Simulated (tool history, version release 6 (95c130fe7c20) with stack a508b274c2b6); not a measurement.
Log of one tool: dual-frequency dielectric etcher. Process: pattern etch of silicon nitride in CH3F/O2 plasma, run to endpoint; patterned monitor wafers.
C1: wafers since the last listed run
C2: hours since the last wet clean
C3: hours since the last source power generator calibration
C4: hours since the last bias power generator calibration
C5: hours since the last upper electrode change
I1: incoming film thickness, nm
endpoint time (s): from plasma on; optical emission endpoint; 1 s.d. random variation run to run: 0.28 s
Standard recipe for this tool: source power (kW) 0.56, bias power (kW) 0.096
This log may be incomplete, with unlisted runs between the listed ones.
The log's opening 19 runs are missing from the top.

{"run": 20, "hour": 925.2, "source power (kW)": 0.44, "bias power (kW)": 0.111, "C1": 483, "C2": 434, "C3": 292.5, "C4": 204.5, "C5": 1761.1, "I1": 99.6, "endpoint time (s)": 92.4}
{"hour": 963.8, "done": "wet clean of the chamber"}
{"run": 21, "hour": 1092.6, "source power (kW)": 0.62, "bias power (kW)": 0.096, "C1": 1090, "C2": 128.8, "C3": 459.9, "C4": 371.9, "C5": 1928.5, "I1": 100.5, "endpoint time (s)": 91.6}
{"run": 22, "hour": 1141.3, "source power (kW)": 0.56, "bias power (kW)": 0.074, "C1": 370, "C2": 177.5, "C3": 508.6, "C4": 420.6, "C5": 1977.2, "I1": 99.8, "endpoint time (s)": 105.7}
{"run": 23, "hour": 1191.7, "source power (kW)": 0.56, "bias power (kW)": 0.119, "C1": 383, "C2": 227.9, "C3": 559, "C4": 471, "C5": 2027.6, "I1": 98.7, "endpoint time (s)": 83.7}
{"hour": 1217.6, "done": "upper electrode replaced"}
{"run": 24, "hour": 1235.6, "source power (kW)": 0.49, "bias power (kW)": 0.096, "C1": 151, "C2": 271.8, "C3": 602.9, "C4": 514.9, "C5": 18, "I1": 99.9, "endpoint time (s)": 97.1}
{"run": 25, "hour": 1306.0, "source power (kW)": 0.56, "bias power (kW)": 0.096, "C1": 535, "C2": 342.2, "C3": 673.3, "C4": 585.3, "C5": 88.4, "I1": 98.7, "endpoint time (s)": 92.9}
{"run": 26, "hour": 1337.1, "source power (kW)": 0.66, "bias power (kW)": 0.109, "C1": 236, "C2": 373.3, "C3": 704.4, "C4": 616.4, "C5": 119.5, "I1": 100.1, "endpoint time (s)": 85.3}
{"hour": 1398.0, "done": "wet clean of the chamber"}
{"run": 27, "hour": 1398.5, "source power (kW)": 0.68, "bias power (kW)": 0.08, "C1": 284, "C2": 0.5, "C3": 765.8, "C4": 677.8, "C5": 180.9, "I1": 99.9, "endpoint time (s)": 97.4}
{"run": 28, "hour": 1436.7, "source power (kW)": 0.52, "bias power (kW)": 0.09, "C1": 290, "C2": 38.7, "C3": 804, "C4": 716, "C5": 219.1, "I1": 99.5, "endpoint time (s)": 97.8}
{"run": 29, "hour": 1503.6, "source power (kW)": 0.64, "bias power (kW)": 0.113, "C1": 508, "C2": 105.6, "C3": 870.9, "C4": 782.9, "C5": 286, "I1": 99.9, "endpoint time (s)": 83.5}
{"run": 30, "hour": 1551.1, "source power (kW)": 0.56, "bias power (kW)": 0.096, "C1": 361, "C2": 153.1, "C3": 918.4, "C4": 830.4, "C5": 333.5, "I1": 100.3, "endpoint time (s)": 94.8}
{"run": 31, "hour": 1583.8, "source power (kW)": 0.69, "bias power (kW)": 0.119, "C1": 248, "C2": 185.8, "C3": 951.1, "C4": 863.1, "C5": 366.2, "I1": 99.2, "endpoint time (s)": 80.2}
{"run": 32, "hour": 1634.8, "source power (kW)": 0.45, "bias power (kW)": 0.072, "C1": 387, "C2": 236.8, "C3": 1002.1, "C4": 914.1, "C5": 417.2, "I1": 99.6, "endpoint time (s)": 114.4}

Alternative continuations, all from the tool just after run 32; predict every row:
{"run": "A", "hour": 1635.3, "source power (kW)": 0.56, "bias power (kW)": 0.107, "C1": 3, "C2": 237.3, "C3": 1002.6, "C4": 914.6, "C5": 417.7, "I1": 99.8, "endpoint time (s)": "?"}
{"run": "B", "hour": 1635.3, "source power (kW)": 0.45, "bias power (kW)": 0.103, "C1": 3, "C2": 237.3, "C3": 1002.6, "C4": 914.6, "C5": 417.7, "I1": 99.8, "endpoint time (s)": "?"}
{"run": "C", "hour": 1635.3, "source power (kW)": 0.56, "bias power (kW)": 0.105, "C1": 3, "C2": 237.3, "C3": 1002.6, "C4": 914.6, "C5": 417.7, "I1": 99.8, "endpoint time (s)": "?"}

run=A endpoint_time_(s)=89.8
run=B endpoint_time_(s)=96.1
run=C endpoint_time_(s)=90.6
With no hidden state in the tool, these same runs would have given:
run=A endpoint_time_(s)=88.6
run=B endpoint_time_(s)=94.9
run=C endpoint_time_(s)=89.4
